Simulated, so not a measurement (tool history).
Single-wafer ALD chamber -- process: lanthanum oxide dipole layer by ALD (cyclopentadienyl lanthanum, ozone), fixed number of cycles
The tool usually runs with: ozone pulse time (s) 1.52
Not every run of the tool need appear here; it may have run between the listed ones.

| run | day | ozone pulse time (s) | read-back reference wafer on the same gauge, thickness_nm | mean film thickness on the monitor wafer (angstrom) |
|---|---|---|---|---|
| 1 | 0 | 1.8 | 0.504 | 4.97 |
| 2 | 0.254 | 1.8 | 0.504 | 4.99 |
| 3 | 0.621 | 1.52 | 0.504 | 4.81 |
| 4 | 1.025 | 1.52 | 0.505 | 4.76 |
| 5 | 2.8 | 1.52 | 0.504 | 4.73 |
| 6 | 3.233 | 1.52 | 0.504 | 4.72 |
| 7 | 3.5 | 1.93 | 0.504 | 4.99 |
| 8 | 4.1 | 1.93 | 0.504 | 4.96 |
|  | 4.688 | ozone generator serviced |
| 9 | 4.708 | 1.52 | 0.504 | 5.17 |
|  | 5.038 | gauge calibrated |
|  | 5.188 | thermocouple changed; heater temperature recalibrated |
| 10 | 5.208 | 1.77 | 0.504 | 5.27 |
| 11 | 6.329 | 1.52 | 0.504 | 5.17 |
| 12 | 6.767 | 1.52 | 0.504 | 5.18 |
|  | 7.258 | showerhead replaced |
| 13 | 7.279 | 1.75 | 0.504 | 5.24 |
| 14 | 7.917 | 1.26 | 0.504 | 5.02 |
| 15 | 8.217 | 1.28 | 0.504 | 5.06 |
| 16 | 8.867 | 1.52 | 0.504 | 5.15 |
| 17 | 9.488 | 1.52 | 0.504 | 5.19 |
| 18 | 9.942 | 1.52 | 0.504 | 5.17 |
| 19 | 10.221 | 1.9 | 0.504 | 5.3 |
| 20 | 10.833 | 1.17 | 0.504 | 4.99 |
| 21 | 11.396 | 1.05 | 0.504 | 4.87 |
| 22 | 12.088 | 1.77 | 0.503 | 5.26 |
| 23 | 12.721 | 2.1 | 0.504 | 5.35 |
| 24 | 13.183 | 1.96 | 0.504 | 5.3 |
| 25 | 13.883 | 2.1 | 0.504 | 5.35 |
| 26 | 14.196 | 0.99 | 0.505 | 4.84 |

Difference, measured minus no-hidden-state, one row per run. Run-to-run variation is common to both terms; the gauge's own scatter need not be:
Hidden state present: wafer temperature above the value expected at the setpoint (K); ozone dose above that of a generator just serviced (%); gauge reads high (%).
| run | mean film thickness on the monitor wafer (angstrom) |
|---|---|
| 1 | -0.33 |
| 2 | -0.33 |
| 3 | -0.42 |
| 4 | -0.42 |
| 5 | -0.46 |
| 6 | -0.46 |
| 7 | -0.35 |
| 8 | -0.36 |
| 9 | -0.04 |
| 10 | -0.02 |
| 11 | -0.04 |
| 12 | -0.04 |
| 13 | -0.03 |
| 14 | -0.05 |
| 15 | -0.05 |
| 16 | -0.04 |
| 17 | -0.03 |
| 18 | -0.03 |
| 19 | -0.03 |
| 20 | -0.05 |
| 21 | -0.06 |
| 22 | -0.03 |
| 23 | -0.02 |
| 24 | -0.03 |
| 25 | -0.02 |
| 26 | -0.07 |
